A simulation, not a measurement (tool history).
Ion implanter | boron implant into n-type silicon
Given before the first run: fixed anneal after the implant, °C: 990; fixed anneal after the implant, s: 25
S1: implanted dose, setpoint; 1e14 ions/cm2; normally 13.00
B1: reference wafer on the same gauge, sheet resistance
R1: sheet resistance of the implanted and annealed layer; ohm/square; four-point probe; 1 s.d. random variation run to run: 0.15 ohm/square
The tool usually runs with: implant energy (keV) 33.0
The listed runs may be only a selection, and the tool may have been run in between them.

run 1 hour=0.0 | S1=13.00 implant_energy_(keV)=33.0 | B1=113.05 | R1=104.24
run 2 hour=30.7 | S1=13.96 implant_energy_(keV)=33.0 | B1=113.04 | R1=98.87
run 3 hour=101.0 | S1=13.96 implant_energy_(keV)=33.0 | B1=113.01 | R1=99.14
run 4 hour=119.0 | S1=13.96 implant_energy_(keV)=33.0 | B1=113.06 | R1=99.17
run 5 hour=143.1 | S1=10.19 implant_energy_(keV)=33.0 | B1=113.04 | R1=127.34
run 6 hour=169.1 | S1=10.19 implant_energy_(keV)=33.0 | B1=113.01 | R1=127.28
run 7 hour=181.6 | S1=13.00 implant_energy_(keV)=39.5 | B1=112.95 | R1=103.89
-- hour=203.2 gauge calibrated
run 8 hour=214.9 | S1=13.00 implant_energy_(keV)=39.5 | B1=113.05 | R1=104.04
-- hour=230.6 extraction supply calibrated
run 9 hour=236.8 | S1=13.00 implant_energy_(keV)=39.5 | B1=113.08 | R1=104.47
run 10 hour=254.8 | S1=10.45 implant_energy_(keV)=27.5 | B1=113.00 | R1=126.96
run 11 hour=275.4 | S1=13.00 implant_energy_(keV)=33.0 | B1=112.97 | R1=105.42
run 12 hour=307.0 | S1=13.00 implant_energy_(keV)=33.0 | B1=112.94 | R1=105.89
run 13 hour=319.2 | S1=13.00 implant_energy_(keV)=41.5 | B1=113.06 | R1=104.60
-- hour=338.0 Faraday cup replaced and dose calibrated
run 14 hour=339.1 | S1=10.15 implant_energy_(keV)=24.5 | B1=113.05 | R1=127.37
run 15 hour=369.3 | S1=15.82 implant_energy_(keV)=40.5 | B1=112.98 | R1=86.94
run 16 hour=387.0 | S1=9.34 implant_energy_(keV)=43.5 | B1=112.98 | R1=132.24
run 17 hour=413.4 | S1=10.73 implant_energy_(keV)=38.5 | B1=113.01 | R1=118.73
run 18 hour=439.7 | S1=13.00 implant_energy_(keV)=33.0 | B1=113.02 | R1=102.51
run 19 hour=472.4 | S1=10.86 implant_energy_(keV)=25.5 | B1=113.03 | R1=120.23
run 20 hour=484.9 | S1=9.89 implant_energy_(keV)=28.0 | B1=113.07 | R1=129.03
run 21 hour=512.1 | S1=13.00 implant_energy_(keV)=33.0 | B1=113.04 | R1=102.45
run 22 hour=538.1 | S1=13.00 implant_energy_(keV)=37.0 | B1=113.00 | R1=102.09
run 23 hour=567.5 | S1=9.97 implant_energy_(keV)=37.0 | B1=113.02 | R1=126.14
run 24 hour=583.0 | S1=13.00 implant_energy_(keV)=33.0 | B1=113.00 | R1=102.72
run 25 hour=601.2 | S1=16.84 implant_energy_(keV)=44.0 | B1=113.01 | R1=82.94
run 26 hour=613.7 | S1=13.00 implant_energy_(keV)=22.5 | B1=113.04 | R1=106.72

Predict each of these 3 candidate next runs independently; none follows another, all start after run 26:
run A hour=614.1 | S1=13.00 implant_energy_(keV)=33.0 | B1=? | R1=?
run B hour=614.1 | S1=13.00 implant_energy_(keV)=40.5 | B1=? | R1=?
run C hour=614.1 | S1=16.38 implant_energy_(keV)=40.0 | B1=? | R1=?

run=A B1=113.00 R1=102.49
run=B B1=113.00 R1=101.37
run=C B1=113.00 R1=84.83
Take away the tool's hidden state, keep each run's random variation, and the runs would have read:
run=A R1=102.06
run=B R1=100.92
run=C R1=84.48
